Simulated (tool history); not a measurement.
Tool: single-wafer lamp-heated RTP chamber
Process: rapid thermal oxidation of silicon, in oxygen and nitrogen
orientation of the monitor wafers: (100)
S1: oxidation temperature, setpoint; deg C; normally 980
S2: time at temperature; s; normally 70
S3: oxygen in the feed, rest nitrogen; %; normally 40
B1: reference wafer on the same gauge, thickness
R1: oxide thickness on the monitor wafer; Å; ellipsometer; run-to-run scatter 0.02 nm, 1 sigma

| run | hour | S1 | S2 | S3 | B1 | R1 |
|---|---|---|---|---|---|---|
| 1 | 0 | 980 | 70 | 40 | 3.598 | 41.48 |
| 2 | 13.5 | 980 | 70 | 40 | 3.591 | 41.21 |
| 3 | 39.7 | 980 | 87 | 40 | 3.587 | 45.05 |
| 4 | 58.2 | 980 | 87 | 40 | 3.591 | 45.42 |
| 5 | 90.4 | 980 | 70 | 40 | 3.587 | 41.55 |
| 6 | 119.6 | 980 | 70 | 40 | 3.605 | 41.35 |
| 7 | 142.9 | 980 | 70 | 40 | 3.6 | 41.84 |
| 8 | 178.1 | 980 | 70 | 40 | 3.607 | 41.47 |
| 9 | 197.2 | 980 | 70 | 40 | 3.607 | 41.88 |
| 10 | 219.2 | 980 | 70 | 40 | 3.608 | 41.78 |
| 11 | 251.6 | 980 | 70 | 40 | 3.609 | 41.83 |
| 12 | 271.7 | 980 | 70 | 40 | 3.603 | 41.18 |
| 13 | 304.4 | 980 | 70 | 40 | 3.609 | 41.71 |
| 14 | 333.4 | 980 | 70 | 40 | 3.606 | 41.54 |
| 15 | 369.1 | 980 | 70 | 40 | 3.602 | 41.36 |
| 16 | 397.4 | 980 | 97 | 40 | 3.604 | 47.38 |
| 17 | 411.4 | 980 | 97 | 40 | 3.608 | 47.41 |
| 18 | 423.5 | 992 | 70 | 40 | 3.513 | 43.77 |
| 19 | 441 | 980 | 87 | 40 | 3.514 | 44.07 |
| 20 | 474.2 | 967 | 70 | 19 | 3.538 | 31.43 |
| 21 | 493 | 952 | 103 | 57 | 3.533 | 43.97 |
| 22 | 526.7 | 980 | 70 | 17 | 3.548 | 32.56 |
| 23 | 550.3 | 980 | 79 | 51 | 3.561 | 46.45 |
| 24 | 579.6 | 951 | 93 | 40 | 3.565 | 37.96 |
| 25 | 607.7 | 957 | 89 | 63 | 3.556 | 44.93 |
| 26 | 629.8 | 980 | 70 | 40 | 3.558 | 41.27 |
| 27 | 645.7 | 980 | 80 | 40 | 3.571 | 43.81 |
| 28 | 679.6 | 965 | 81 | 40 | 3.575 | 39.47 |
| 29 | 695.3 | 980 | 70 | 40 | 3.58 | 41.41 |
| 30 | 711.7 | 1003 | 89 | 62 | 3.588 | 62.21 |
| 31 | 742.4 | 967 | 56 | 29 | 3.588 | 32.62 |
| 32 | 756.5 | 1009 | 70 | 40 | 3.59 | 50.26 |
| 33 | 783.9 | 1000 | 70 | 40 | 3.587 | 47.05 |
| 34 | 819.9 | 980 | 70 | 40 | 3.594 | 41.61 |
| 35 | 833 | 989 | 45 | 64 | 3.59 | 42.65 |
| 36 | 861.8 | 967 | 57 | 26 | 3.598 | 31.79 |

Between the runs listed above, the log contained 4 entries, not reproduced here. Where in the sequence does each belong, and how does what the log doesn't record of the tool's condition differ from the listed run before to the listed run after?
Run 2 -> run 3: pyrometer window cleaned and pyrometer calibrated (hour 29.1)
  gauge reads high (%): 2.26 -> 2.33
  measured value less the no-hidden-state value, R1: +0.91 -> +1.02 Å
Run 17 -> run 18: gauge calibrated (hour 416.9)
  gauge reads high (%): 2.79 -> -0.0137
  measured value less the no-hidden-state value, R1: +1.29 -> +0 Å
Run 21 -> run 22: pyrometer window cleaned and pyrometer calibrated (hour 522.9)
  gauge reads high (%): 0.722 -> 1.01
  measured value less the no-hidden-state value, R1: +0.31 -> +0.32 Å
Run 22 -> run 23: oxygen flow controller replaced (hour 549.8)
  gauge reads high (%): 1.01 -> 1.18
  measured value less the no-hidden-state value, R1: +0.32 -> +0.54 Å
